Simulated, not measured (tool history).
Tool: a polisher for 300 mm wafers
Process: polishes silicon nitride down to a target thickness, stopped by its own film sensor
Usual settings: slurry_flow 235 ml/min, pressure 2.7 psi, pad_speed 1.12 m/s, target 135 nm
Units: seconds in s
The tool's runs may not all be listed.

run	hour	slurry_flow	pressure	pad_speed	target	wafers since the last listed run	wafers polished on this pad	hours since the slurry nozzle was cleaned	hours since the head pressure was calibrated	incoming thickness of the incoming film, nm	seconds
1	0.0	235	2.7	1.12	135	0	1120	263.3	1190.9	249.8	92.0
# hour 19.3: worn pad replaced by a new one
2	19.8	235	2.7	1.12	135	112	3	283.1	1210.7	250.4	91.6
3	32.4	235	2.7	1.12	158	89	93	295.7	1223.3	250.6	72.2
4	68.2	235	2.7	1.12	158	255	348	331.5	1259.1	251.7	74.6
5	83.9	235	2.7	1.12	135	111	460	347.2	1274.8	253.6	94.3
6	116.1	285	2.7	1.12	127	229	689	379.4	1307.0	249.7	95.5
7	142.1	285	2.7	1.12	127	185	875	405.4	1333.0	251.9	97.6
# hour 167.8: worn pad replaced by a new one
8	176.2	285	2.7	1.12	127	214	59	439.5	1367.1	247.2	93.9
# hour 192.9: slurry nozzle cleaned
9	198.6	255	1.9	0.78	121	152	212	5.7	1389.5	245.8	167.6
10	221.0	200	1.9	1.24	117	159	371	28.1	1411.9	245.1	134.0
11	239.1	235	1.8	0.86	171	128	500	46.2	1430.0	250.3	107.7
12	263.1	235	2.7	1.12	135	171	671	70.2	1454.0	252.8	91.1
13	284.2	235	2.7	1.12	135	150	822	91.3	1475.1	249.1	88.4
14	316.0	235	2.7	1.12	119	226	1048	123.1	1506.9	250.5	101.2
# hour 322.1: head pressure recalibrated
15	328.0	175	3.3	0.82	120	71	1120	135.1	5.9	248.4	100.3
# hour 339.6: worn pad replaced by a new one
16	408.4	210	2.7	1.40	150	544	490	215.5	86.3	252.1	70.7

Forecast each of these 3 alternatives for the next run:
A	408.9	190	2.7	1.12	135	3	493	216.0	86.8	250.9	?
B	408.9	180	2.7	0.86	135	3	493	216.0	86.8	250.9	?
C	408.9	165	1.9	1.48	135	3	493	216.0	86.8	250.9	?

run	seconds
A	93.4
B	109.7
C	113.2
Without the tool's hidden state the same runs would have given:
run	seconds
A	89.7
B	105.3
C	108.5
